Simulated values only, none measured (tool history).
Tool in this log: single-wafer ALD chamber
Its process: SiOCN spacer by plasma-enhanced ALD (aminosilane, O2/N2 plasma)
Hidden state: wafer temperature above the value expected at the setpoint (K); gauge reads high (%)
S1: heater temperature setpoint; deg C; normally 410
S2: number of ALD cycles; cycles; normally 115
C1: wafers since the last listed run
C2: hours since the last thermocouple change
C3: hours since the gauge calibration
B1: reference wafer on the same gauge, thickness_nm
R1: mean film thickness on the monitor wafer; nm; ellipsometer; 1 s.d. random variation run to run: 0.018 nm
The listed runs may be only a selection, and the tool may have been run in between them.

run 1 hour=0.0 | S1=410 S2=115 | C1=0 C2=692.9 C3=191.9 | B1=7.134 | R1=6.234
run 2 hour=13.4 | S1=410 S2=115 | C1=25 C2=706.3 C3=205.3 | B1=7.129 | R1=6.208
run 3 hour=29.1 | S1=410 S2=115 | C1=29 C2=722.0 C3=221.0 | B1=7.132 | R1=6.233
run 4 hour=58.4 | S1=401 S2=115 | C1=55 C2=751.3 C3=250.3 | B1=7.132 | R1=6.416
run 5 hour=75.7 | S1=401 S2=115 | C1=32 C2=768.6 C3=267.6 | B1=7.133 | R1=6.408
run 6 hour=91.3 | S1=401 S2=115 | C1=29 C2=784.2 C3=283.2 | B1=7.128 | R1=6.405
run 7 hour=108.9 | S1=410 S2=115 | C1=33 C2=801.8 C3=300.8 | B1=7.131 | R1=6.215
run 8 hour=131.4 | S1=410 S2=115 | C1=42 C2=824.3 C3=323.3 | B1=7.130 | R1=6.203
run 9 hour=197.7 | S1=410 S2=115 | C1=124 C2=890.6 C3=389.6 | B1=7.132 | R1=6.179
run 10 hour=228.5 | S1=410 S2=115 | C1=58 C2=921.4 C3=420.4 | B1=7.131 | R1=6.184
run 11 hour=298.4 | S1=410 S2=115 | C1=131 C2=991.3 C3=490.3 | B1=7.131 | R1=6.202
run 12 hour=320.3 | S1=410 S2=115 | C1=41 C2=1013.2 C3=512.2 | B1=7.128 | R1=6.200
run 13 hour=332.9 | S1=404 S2=115 | C1=23 C2=1025.8 C3=524.8 | B1=7.126 | R1=6.343
run 14 hour=354.0 | S1=404 S2=115 | C1=39 C2=1046.9 C3=545.9 | B1=7.129 | R1=6.311
-- hour=403.0 gauge calibrated
run 15 hour=414.8 | S1=410 S2=115 | C1=114 C2=1107.7 C3=11.8 | B1=7.132 | R1=6.218
run 16 hour=429.4 | S1=410 S2=115 | C1=27 C2=1122.3 C3=26.4 | B1=7.131 | R1=6.182
run 17 hour=451.3 | S1=410 S2=115 | C1=41 C2=1144.2 C3=48.3 | B1=7.131 | R1=6.187
run 18 hour=464.7 | S1=399 S2=102 | C1=25 C2=1157.6 C3=61.7 | B1=7.133 | R1=5.739
run 19 hour=481.9 | S1=410 S2=115 | C1=32 C2=1174.8 C3=78.9 | B1=7.131 | R1=6.173
run 20 hour=517.4 | S1=416 S2=103 | C1=66 C2=1210.3 C3=114.4 | B1=7.132 | R1=5.452
run 21 hour=529.4 | S1=417 S2=137 | C1=22 C2=1222.3 C3=126.4 | B1=7.133 | R1=7.197
run 22 hour=556.2 | S1=410 S2=133 | C1=50 C2=1249.1 C3=153.2 | B1=7.133 | R1=7.173
-- hour=571.0 thermocouple changed; heater temperature recalibrated
run 23 hour=583.6 | S1=425 S2=94 | C1=36 C2=12.6 C3=180.6 | B1=7.128 | R1=4.885
run 24 hour=595.7 | S1=410 S2=115 | C1=22 C2=24.7 C3=192.7 | B1=7.131 | R1=6.307
run 25 hour=621.1 | S1=402 S2=115 | C1=47 C2=50.1 C3=218.1 | B1=7.127 | R1=6.482
run 26 hour=640.8 | S1=406 S2=123 | C1=37 C2=69.8 C3=237.8 | B1=7.132 | R1=6.793
run 27 hour=672.9 | S1=421 S2=125 | C1=60 C2=101.9 C3=269.9 | B1=7.125 | R1=6.582
run 28 hour=686.9 | S1=400 S2=93 | C1=26 C2=115.9 C3=283.9 | B1=7.130 | R1=5.253
run 29 hour=709.0 | S1=420 S2=123 | C1=41 C2=138.0 C3=306.0 | B1=7.127 | R1=6.497
run 30 hour=726.9 | S1=410 S2=115 | C1=33 C2=155.9 C3=323.9 | B1=7.129 | R1=6.307
run 31 hour=759.9 | S1=396 S2=115 | C1=62 C2=188.9 C3=356.9 | B1=7.132 | R1=6.559
run 32 hour=781.2 | S1=417 S2=137 | C1=40 C2=210.2 C3=378.2 | B1=7.131 | R1=7.271
run 33 hour=804.3 | S1=420 S2=134 | C1=43 C2=233.3 C3=401.3 | B1=7.130 | R1=6.987
run 34 hour=828.8 | S1=416 S2=135 | C1=46 C2=257.8 C3=425.8 | B1=7.132 | R1=7.185
run 35 hour=851.6 | S1=397 S2=126 | C1=42 C2=280.6 C3=448.6 | B1=7.129 | R1=7.132
run 36 hour=873.3 | S1=419 S2=115 | C1=40 C2=302.3 C3=470.3 | B1=7.136 | R1=6.043

Results for each run, recomputed without the tool's hidden state and with each run's random variation untouched:
run=1 R1=6.337
run=2 R1=6.312
run=3 R1=6.338
run=4 R1=6.517
run=5 R1=6.510
run=6 R1=6.508
run=7 R1=6.324
run=8 R1=6.312
run=9 R1=6.290
run=10 R1=6.297
run=11 R1=6.317
run=12 R1=6.316
run=13 R1=6.459
run=14 R1=6.427
run=15 R1=6.337
run=16 R1=6.300
run=17 R1=6.305
run=18 R1=5.801
run=19 R1=6.292
run=20 R1=5.559
run=21 R1=7.340
run=22 R1=7.312
run=23 R1=4.887
run=24 R1=6.314
run=25 R1=6.497
run=26 R1=6.816
run=27 R1=6.615
run=28 R1=5.260
run=29 R1=6.541
run=30 R1=6.353
run=31 R1=6.559
run=32 R1=7.339
run=33 R1=7.059
run=34 R1=7.263
run=35 R1=7.132
run=36 R1=6.118

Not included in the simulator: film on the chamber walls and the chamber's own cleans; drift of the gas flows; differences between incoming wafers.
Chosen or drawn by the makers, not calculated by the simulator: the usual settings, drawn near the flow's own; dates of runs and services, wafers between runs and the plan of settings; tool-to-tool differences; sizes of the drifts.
